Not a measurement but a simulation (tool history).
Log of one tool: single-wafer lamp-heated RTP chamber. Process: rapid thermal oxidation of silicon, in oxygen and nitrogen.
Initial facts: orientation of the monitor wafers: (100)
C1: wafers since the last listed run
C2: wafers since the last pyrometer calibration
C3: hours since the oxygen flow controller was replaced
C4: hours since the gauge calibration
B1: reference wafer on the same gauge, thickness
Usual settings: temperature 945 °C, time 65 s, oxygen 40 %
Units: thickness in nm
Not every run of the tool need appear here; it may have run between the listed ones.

{"run": 1, "hour": 0.0, "temperature": 945, "time": 87, "oxygen": 40, "C1": 0, "C2": 1951, "C3": 6606.1, "C4": 373.0, "B1": 2.611, "thickness": 3.364}
{"run": 2, "hour": 14.4, "temperature": 945, "time": 87, "oxygen": 40, "C1": 219, "C2": 2170, "C3": 6620.5, "C4": 387.4, "B1": 2.609, "thickness": 3.375}
{"run": 3, "hour": 21.6, "temperature": 945, "time": 87, "oxygen": 40, "C1": 109, "C2": 2280, "C3": 6627.7, "C4": 394.6, "B1": 2.611, "thickness": 3.397}
{"run": 4, "hour": 64.9, "temperature": 945, "time": 65, "oxygen": 40, "C1": 659, "C2": 2939, "C3": 6671.0, "C4": 437.9, "B1": 2.61, "thickness": 3.057}
{"run": 5, "hour": 80.8, "temperature": 966, "time": 89, "oxygen": 40, "C1": 241, "C2": 3181, "C3": 6686.9, "C4": 453.8, "B1": 2.612, "thickness": 3.902}
{"run": 6, "hour": 90.0, "temperature": 945, "time": 65, "oxygen": 40, "C1": 140, "C2": 3321, "C3": 6696.1, "C4": 463.0, "B1": 2.61, "thickness": 3.074}
{"run": 7, "hour": 105.5, "temperature": 945, "time": 65, "oxygen": 40, "C1": 235, "C2": 3557, "C3": 6711.6, "C4": 478.5, "B1": 2.612, "thickness": 3.064}
{"run": 8, "hour": 114.3, "temperature": 945, "time": 65, "oxygen": 40, "C1": 133, "C2": 3691, "C3": 6720.4, "C4": 487.3, "B1": 2.611, "thickness": 3.07}
{"run": 9, "hour": 128.8, "temperature": 945, "time": 65, "oxygen": 40, "C1": 220, "C2": 3911, "C3": 6734.9, "C4": 501.8, "B1": 2.612, "thickness": 3.084}
{"run": 10, "hour": 143.6, "temperature": 945, "time": 65, "oxygen": 40, "C1": 225, "C2": 4137, "C3": 6749.7, "C4": 516.6, "B1": 2.609, "thickness": 3.078}
{"hour": 159.2, "done": "oxygen flow controller replaced"}
{"run": 11, "hour": 159.7, "temperature": 945, "time": 65, "oxygen": 33, "C1": 123, "C2": 4260, "C3": 0.5, "C4": 532.7, "B1": 2.609, "thickness": 2.943}
{"run": 12, "hour": 173.8, "temperature": 936, "time": 65, "oxygen": 40, "C1": 214, "C2": 4474, "C3": 14.6, "C4": 546.8, "B1": 2.608, "thickness": 2.945}
{"run": 13, "hour": 187.6, "temperature": 925, "time": 91, "oxygen": 40, "C1": 210, "C2": 4684, "C3": 28.4, "C4": 560.6, "B1": 2.612, "thickness": 3.099}
{"hour": 196.7, "done": "gauge calibrated"}
{"run": 14, "hour": 200.2, "temperature": 945, "time": 52, "oxygen": 21, "C1": 191, "C2": 4876, "C3": 41.0, "C4": 3.5, "B1": 2.61, "thickness": 2.567}
{"run": 15, "hour": 217.9, "temperature": 945, "time": 52, "oxygen": 21, "C1": 269, "C2": 5146, "C3": 58.7, "C4": 21.2, "B1": 2.611, "thickness": 2.564}
{"run": 16, "hour": 224.5, "temperature": 945, "time": 52, "oxygen": 21, "C1": 100, "C2": 5246, "C3": 65.3, "C4": 27.8, "B1": 2.611, "thickness": 2.568}
{"run": 17, "hour": 237.3, "temperature": 937, "time": 52, "oxygen": 17, "C1": 194, "C2": 5441, "C3": 78.1, "C4": 40.6, "B1": 2.61, "thickness": 2.439}
{"run": 18, "hour": 244.4, "temperature": 933, "time": 48, "oxygen": 17, "C1": 108, "C2": 5549, "C3": 85.2, "C4": 47.7, "B1": 2.609, "thickness": 2.375}
{"run": 19, "hour": 252.8, "temperature": 964, "time": 41, "oxygen": 22, "C1": 127, "C2": 5677, "C3": 93.6, "C4": 56.1, "B1": 2.611, "thickness": 2.614}
{"run": 20, "hour": 266.6, "temperature": 945, "time": 65, "oxygen": 40, "C1": 210, "C2": 5887, "C3": 107.4, "C4": 69.9, "B1": 2.61, "thickness": 3.085}
{"run": 21, "hour": 272.9, "temperature": 974, "time": 65, "oxygen": 40, "C1": 95, "C2": 5983, "C3": 113.7, "C4": 76.2, "B1": 2.613, "thickness": 3.665}
{"hour": 324.1, "done": "pyrometer window cleaned and pyrometer calibrated"}
{"run": 22, "hour": 324.6, "temperature": 958, "time": 35, "oxygen": 40, "C1": 665, "C2": 7, "C3": 165.4, "C4": 127.9, "B1": 2.61, "thickness": 2.688}
{"run": 23, "hour": 331.7, "temperature": 945, "time": 65, "oxygen": 52, "C1": 108, "C2": 115, "C3": 172.5, "C4": 135.0, "B1": 2.609, "thickness": 3.238}
{"run": 24, "hour": 338.7, "temperature": 916, "time": 65, "oxygen": 17, "C1": 106, "C2": 222, "C3": 179.5, "C4": 142.0, "B1": 2.611, "thickness": 2.4}
{"run": 25, "hour": 359.2, "temperature": 945, "time": 65, "oxygen": 40, "C1": 312, "C2": 534, "C3": 200.0, "C4": 162.5, "B1": 2.611, "thickness": 3.043}
{"run": 26, "hour": 370.6, "temperature": 945, "time": 65, "oxygen": 40, "C1": 173, "C2": 707, "C3": 211.4, "C4": 173.9, "B1": 2.609, "thickness": 3.04}
{"run": 27, "hour": 378.7, "temperature": 935, "time": 78, "oxygen": 55, "C1": 123, "C2": 831, "C3": 219.5, "C4": 182.0, "B1": 2.609, "thickness": 3.302}
{"run": 28, "hour": 392.2, "temperature": 945, "time": 55, "oxygen": 40, "C1": 205, "C2": 1036, "C3": 233.0, "C4": 195.5, "B1": 2.611, "thickness": 2.907}
{"run": 29, "hour": 407.3, "temperature": 945, "time": 65, "oxygen": 40, "C1": 229, "C2": 1266, "C3": 248.1, "C4": 210.6, "B1": 2.611, "thickness": 3.053}
{"run": 30, "hour": 422.7, "temperature": 936, "time": 88, "oxygen": 24, "C1": 234, "C2": 1500, "C3": 263.5, "C4": 226.0, "B1": 2.608, "thickness": 2.887}
{"run": 31, "hour": 449.5, "temperature": 919, "time": 96, "oxygen": 29, "C1": 407, "C2": 1908, "C3": 290.3, "C4": 252.8, "B1": 2.613, "thickness": 2.831}
{"run": 32, "hour": 465.1, "temperature": 921, "time": 93, "oxygen": 23, "C1": 237, "C2": 2146, "C3": 305.9, "C4": 268.4, "B1": 2.608, "thickness": 2.728}
{"run": 33, "hour": 475.9, "temperature": 960, "time": 84, "oxygen": 40, "C1": 164, "C2": 2310, "C3": 316.7, "C4": 279.2, "B1": 2.61, "thickness": 3.661}
{"run": 34, "hour": 486.7, "temperature": 927, "time": 65, "oxygen": 40, "C1": 164, "C2": 2474, "C3": 327.5, "C4": 290.0, "B1": 2.611, "thickness": 2.804}
{"run": 35, "hour": 500.0, "temperature": 931, "time": 48, "oxygen": 65, "C1": 202, "C2": 2677, "C3": 340.8, "C4": 303.3, "B1": 2.611, "thickness": 2.875}
{"run": 36, "hour": 507.7, "temperature": 945, "time": 65, "oxygen": 40, "C1": 117, "C2": 2794, "C3": 348.5, "C4": 311.0, "B1": 2.611, "thickness": 3.063}
{"run": 37, "hour": 516.3, "temperature": 945, "time": 65, "oxygen": 21, "C1": 130, "C2": 2925, "C3": 357.1, "C4": 319.6, "B1": 2.611, "thickness": 2.695}

For each entry between runs, how does the tool's hidden state at the last listed run before it compare with that at the first listed run after it?
After run 10, before run 11: oxygen flow controller replaced (hour 159.2)
  true wafer temperature minus pyrometer reading, K: 1.82 -> 1.92
  difference, measured minus the result without the unlogged condition, thickness: +0.030 -> +0.027 nm
After run 13, before run 14: gauge calibrated (hour 196.7)
  true wafer temperature minus pyrometer reading, K: 2.09 -> 2.17
  difference, measured minus the result without the unlogged condition, thickness: +0.034 -> +0.019 nm
After run 21, before run 22: pyrometer window cleaned and pyrometer calibrated (hour 324.1)
  true wafer temperature minus pyrometer reading, K: 2.62 -> 0.142
  difference, measured minus the result without the unlogged condition, thickness: +0.061 -> +0.002 nm

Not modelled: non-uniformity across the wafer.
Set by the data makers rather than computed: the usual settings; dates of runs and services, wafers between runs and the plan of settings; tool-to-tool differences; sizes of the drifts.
